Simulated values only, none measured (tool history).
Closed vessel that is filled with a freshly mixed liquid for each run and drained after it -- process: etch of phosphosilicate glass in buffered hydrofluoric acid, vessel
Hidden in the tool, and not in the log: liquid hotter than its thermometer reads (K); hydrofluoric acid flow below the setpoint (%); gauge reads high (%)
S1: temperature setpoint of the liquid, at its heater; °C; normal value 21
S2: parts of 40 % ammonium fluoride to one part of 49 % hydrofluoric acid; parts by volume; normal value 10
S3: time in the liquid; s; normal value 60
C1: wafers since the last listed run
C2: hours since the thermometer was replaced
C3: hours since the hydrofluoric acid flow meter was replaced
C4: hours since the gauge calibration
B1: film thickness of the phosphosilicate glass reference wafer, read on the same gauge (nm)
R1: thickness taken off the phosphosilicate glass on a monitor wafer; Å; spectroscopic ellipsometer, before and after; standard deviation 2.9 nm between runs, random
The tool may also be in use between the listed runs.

run 1 day=0 | S1=21 S2=8 S3=60 | C1=0 C2=1926.8 C3=235 C4=253.4 | B1=129.98 | R1=5329.2
run 2 day=0.825 | S1=21 S2=10 S3=35 | C1=1555 C2=1946.6 C3=254.8 C4=273.2 | B1=130.01 | R1=2563.7
run 3 day=2.038 | S1=21 S2=10 S3=60 | C1=2286 C2=1975.7 C3=283.9 C4=302.3 | B1=130.01 | R1=4388.3
run 4 day=2.55 | S1=21 S2=10 S3=60 | C1=966 C2=1988 C3=296.2 C4=314.6 | B1=129.99 | R1=4407.6
run 5 day=3.525 | S1=18 S2=9 S3=60 | C1=1838 C2=2011.4 C3=319.6 C4=338 | B1=129.98 | R1=4066.7
run 6 day=4.758 | S1=18 S2=9 S3=60 | C1=2325 C2=2041 C3=349.2 C4=367.6 | B1=129.98 | R1=3973.3
run 7 day=5.346 | S1=18 S2=9 S3=60 | C1=1107 C2=2055.1 C3=363.3 C4=381.7 | B1=129.99 | R1=3987.4
run 8 day=6.192 | S1=21 S2=9 S3=60 | C1=1595 C2=2075.4 C3=383.6 C4=402 | B1=129.98 | R1=4797.9
run 9 day=7.396 | S1=21 S2=10 S3=60 | C1=2270 C2=2104.3 C3=412.5 C4=430.9 | B1=130 | R1=4420.8
run 10 day=8.625 | S1=21 S2=10 S3=60 | C1=2318 C2=2133.8 C3=442 C4=460.4 | B1=129.99 | R1=4462.8
run 11 day=9.517 | S1=21 S2=10 S3=60 | C1=1681 C2=2155.2 C3=463.4 C4=481.8 | B1=129.99 | R1=4466.5
run 12 day=10.35 | S1=21 S2=10 S3=60 | C1=1571 C2=2175.2 C3=483.4 C4=501.8 | B1=130.02 | R1=4430.2
run 13 day=11.462 | S1=21 S2=10 S3=60 | C1=2098 C2=2201.9 C3=510.1 C4=528.5 | B1=129.98 | R1=4471.2
run 14 day=12.346 | S1=21 S2=10 S3=60 | C1=1665 C2=2223.1 C3=531.3 C4=549.7 | B1=130.03 | R1=4458.8
run 15 day=14.242 | S1=22.5 S2=11.5 S3=40 | C1=3575 C2=2268.6 C3=576.8 C4=595.2 | B1=129.97 | R1=2794.7
run 16 day=14.867 | S1=21 S2=13.5 S3=60 | C1=1178 C2=2283.6 C3=591.8 C4=610.2 | B1=129.99 | R1=3321.5
run 17 day=16.158 | S1=22.5 S2=12.5 S3=75 | C1=2435 C2=2314.6 C3=622.8 C4=641.2 | B1=130.01 | R1=4900.2
-- day=16.592 gauge calibrated
run 18 day=17.604 | S1=18.5 S2=10 S3=60 | C1=2726 C2=2349.3 C3=657.5 C4=24.3 | B1=129.97 | R1=3930.1
run 19 day=18.246 | S1=25 S2=7.5 S3=85 | C1=1210 C2=2364.7 C3=672.9 C4=39.7 | B1=129.99 | R1=10219.7
run 20 day=19.171 | S1=25.5 S2=6 S3=35 | C1=1744 C2=2386.9 C3=695.1 C4=61.9 | B1=129.96 | R1=5355.8
run 21 day=20.192 | S1=18 S2=9 S3=60 | C1=1925 C2=2411.4 C3=719.6 C4=86.4 | B1=130 | R1=4147
run 22 day=21.5 | S1=19 S2=10 S3=60 | C1=2467 C2=2442.8 C3=751 C4=117.8 | B1=130 | R1=4061.4
-- day=21.704 thermometer replaced
run 23 day=22.05 | S1=23.5 S2=13.5 S3=60 | C1=958 C2=8.3 C3=764.2 C4=131 | B1=129.99 | R1=3399.7
run 24 day=22.792 | S1=22.5 S2=12 S3=85 | C1=1398 C2=26.1 C3=782 C4=148.8 | B1=130.01 | R1=5076.4
-- day=22.979 hydrofluoric acid flow meter replaced
run 25 day=23.304 | S1=19.5 S2=13 S3=30 | C1=887 C2=38.4 C3=7.8 C4=161.1 | B1=130.04 | R1=1405.9
run 26 day=24.204 | S1=19.5 S2=9 S3=45 | C1=1697 C2=60 C3=29.4 C4=182.7 | B1=130.01 | R1=2930.3
run 27 day=24.746 | S1=22.5 S2=12 S3=85 | C1=1021 C2=73 C3=42.4 C4=195.7 | B1=130.03 | R1=5134.1
run 28 day=25.4 | S1=21 S2=10 S3=60 | C1=1233 C2=88.7 C3=58.1 C4=211.4 | B1=130 | R1=3959.3
run 29 day=26.671 | S1=17 S2=7 S3=35 | C1=2396 C2=119.2 C3=88.6 C4=241.9 | B1=130 | R1=2626.4
run 30 day=29.662 | S1=23 S2=10 S3=60 | C1=5641 C2=191 C3=160.4 C4=313.7 | B1=130.01 | R1=4473.3
run 31 day=31.075 | S1=21 S2=10 S3=60 | C1=2663 C2=224.9 C3=194.3 C4=347.6 | B1=130.01 | R1=4017.2

List, for all runs, the conditions of the tool that the log does not record:
hydrofluoric acid flow below the setpoint (%): 0, the same for each run
gauge reads high (%): 0, the same for each run
H1: liquid hotter than its thermometer reads (K)
run=1 H1=2.07
run=2 H1=2.09
run=3 H1=2.11
run=4 H1=2.12
run=5 H1=2.15
run=6 H1=2.17
run=7 H1=2.19
run=8 H1=2.21
run=9 H1=2.23
run=10 H1=2.26
run=11 H1=2.28
run=12 H1=2.3
run=13 H1=2.33
run=14 H1=2.35
run=15 H1=2.39
run=16 H1=2.41
run=17 H1=2.43
run=18 H1=2.47
run=19 H1=2.48
run=20 H1=2.5
run=21 H1=2.53
run=22 H1=2.56
run=23 H1=0.291
run=24 H1=0.308
run=25 H1=0.32
run=26 H1=0.34
run=27 H1=0.352
run=28 H1=0.367
run=29 H1=0.396
run=30 H1=0.464
run=31 H1=0.497
